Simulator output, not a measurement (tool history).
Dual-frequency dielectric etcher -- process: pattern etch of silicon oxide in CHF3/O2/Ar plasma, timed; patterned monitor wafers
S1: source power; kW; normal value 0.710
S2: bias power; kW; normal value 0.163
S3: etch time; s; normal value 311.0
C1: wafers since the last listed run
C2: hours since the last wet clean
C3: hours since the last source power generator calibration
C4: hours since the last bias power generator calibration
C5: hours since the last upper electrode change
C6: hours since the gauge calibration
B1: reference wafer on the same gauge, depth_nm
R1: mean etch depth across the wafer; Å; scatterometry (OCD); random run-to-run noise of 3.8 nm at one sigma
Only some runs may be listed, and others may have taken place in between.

run	hour	S1	S2	S3	C1	C2	C3	C4	C5	C6	B1	R1
1	0.0	0.620	0.163	373.0	0	187.1	2106.9	3563.4	4381.9	377.6	601.4	8217
2	6.5	0.760	0.163	311.0	30	193.6	2113.4	3569.9	4388.4	384.1	602.2	7371
3	13.8	0.710	0.163	253.0	34	200.9	2120.7	3577.2	4395.7	391.4	602.6	5864
4	24.1	0.710	0.163	253.0	48	211.2	2131.0	3587.5	4406.0	401.7	601.7	5863
5	33.3	0.710	0.163	311.0	43	220.4	2140.2	3596.7	4415.2	410.9	602.4	7276
# hour 65.2: upper electrode replaced
6	65.7	0.630	0.163	311.0	39	252.8	2172.6	3629.1	0.5	443.3	602.0	6951
7	66.2	0.710	0.163	386.5	2	253.3	2173.1	3629.6	1.0	443.8	601.8	8929
8	66.6	0.870	0.142	245.5	1	253.7	2173.5	3630.0	1.4	444.2	602.1	5940
9	73.9	0.710	0.144	311.0	34	261.0	2180.8	3637.3	8.7	451.5	601.8	6973
# hour 87.8: gauge calibrated
# hour 90.2: source power generator calibrated
10	90.7	0.570	0.163	311.0	60	277.8	0.5	3654.1	25.5	2.9	602.7	6751
11	100.4	0.710	0.163	311.0	45	287.5	10.2	3663.8	35.2	12.6	602.1	7317
12	117.0	0.710	0.163	311.0	77	304.1	26.8	3680.4	51.8	29.2	601.5	7254
13	123.0	0.710	0.163	311.0	28	310.1	32.8	3686.4	57.8	35.2	601.4	7269
# hour 155.2: wet clean of the chamber
14	155.7	0.840	0.180	398.5	40	0.5	65.5	3719.1	90.5	67.9	601.9	9985
15	167.5	0.770	0.124	349.5	55	12.3	77.3	3730.9	102.3	79.7	601.9	7647
16	179.3	0.590	0.163	221.0	55	24.1	89.1	3742.7	114.1	91.5	601.4	4711
17	196.1	0.710	0.163	218.0	78	40.9	105.9	3759.5	130.9	108.3	601.9	4999
# hour 210.2: bias power generator calibrated
18	210.7	0.710	0.138	231.5	49	55.5	120.5	0.5	145.5	122.9	602.3	5069
19	221.7	0.710	0.202	228.0	51	66.5	131.5	11.5	156.5	133.9	601.5	5576
20	229.7	0.830	0.163	311.0	37	74.5	139.5	19.5	164.5	141.9	601.4	7616
21	247.2	0.600	0.163	311.0	82	92.0	157.0	37.0	182.0	159.4	601.9	6747
22	260.7	0.710	0.201	311.0	63	105.5	170.5	50.5	195.5	172.9	602.0	7694
23	276.5	0.710	0.163	248.0	74	121.3	186.3	66.3	211.3	188.7	602.5	5748
24	286.9	0.710	0.204	311.0	48	131.7	196.7	76.7	221.7	199.1	601.9	7668
25	302.4	0.790	0.193	284.5	72	147.2	212.2	92.2	237.2	214.6	602.6	7169

Run 26 is up next; what results do you expect?
26	320.2	0.710	0.163	311.0	83	165.0	230.0	110.0	255.0	232.4	?	?

Logged for run 26: B1 602.0, R1 7173 Å.
With no hidden state in the tool, this same run would have given R1 7061 Å.
